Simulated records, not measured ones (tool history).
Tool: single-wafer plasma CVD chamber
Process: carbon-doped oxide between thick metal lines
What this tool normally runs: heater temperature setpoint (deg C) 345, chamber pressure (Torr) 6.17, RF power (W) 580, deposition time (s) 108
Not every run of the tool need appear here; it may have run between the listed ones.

run   hour  heater temperature setpoint (deg C)  chamber pressure (Torr)  RF power (W)  deposition time (s)  read-back reference wafer on the same gauge, thickness_nm  mean film thickness on the monitor wafer (nm)
  1      0                                  345                     6.81           580                  108                                                     646.19                                        576.934
  2    9.9                                  345                     6.81           580                  108                                                    645.892                                        577.024
  3   40.8                                  345                        5           495                  108                                                    646.034                                        488.741
  4   53.2                                  345                     5.25           580                  108                                                    646.087                                        561.795
  5   71.1                                  345                     5.25           580                  108                                                    646.001                                        561.592
  6     79                                  345                     6.17           580                  108                                                    645.907                                        571.796
  7   88.4                                  345                     6.17           580                  108                                                    645.934                                        570.795
      96.5  -- RF generator calibrated
  8    100                                  345                     6.17           580                  108                                                    645.929                                        608.471
     110.7  -- gauge calibrated
       117  -- thermocouple changed; heater temperature recalibrated
  9  117.5                                  345                     6.17           580                  108                                                    646.069                                        607.027
 10    121                                  345                     6.17           580                  108                                                    646.159                                        606.988
     137.6  -- showerhead replaced
 11  138.1                                  345                     6.17           525                  108                                                    645.652                                        562.158
 12    146                                  334                     6.17           495                  120                                                    645.957                                        616.537
     159.8  -- capacitance manometer re-zeroed and calibrated
 13  160.3                                  349                     6.97           510                  127                                                     645.96                                        644.156
 14  166.8                                  345                     4.77           580                  108                                                    646.193                                        587.283
 15  175.2                                  345                     6.81           580                  108                                                    646.016                                        611.329
 16  189.4                                  345                     6.85           690                  108                                                    645.973                                        694.504
 17  204.3                                  336                     7.09           580                  108                                                    646.103                                        629.717
 18  211.4                                  345                     6.17           580                   89                                                    646.005                                        498.697
 19    223                                  356                      7.6           580                  108                                                    645.994                                        596.081
 20  233.8                                  345                     6.17           580                  108                                                    645.736                                         604.82

Each row is a separate what-if for the run after 20, all from the same tool condition, not one after another. Results?
  A  234.2                                  345                     6.17           580                  108                                                          ?                                              ?
  B  234.2                                  345                     5.41           625                  108                                                          ?                                              ?
  C  234.2                                  345                     6.17           635                   94                                                          ?                                              ?

run  read-back reference wafer on the same gauge, thickness_nm  mean film thickness on the monitor wafer (nm)
  A                                                    645.652                                        604.566
  B                                                    645.652                                        630.101
  C                                                    645.652                                        563.103
Take away the tool's hidden state, keep each run's random variation, and the runs would have read:
run  mean film thickness on the monitor wafer (nm)
  A                                        609.217
  B                                        634.948
  C                                        567.435
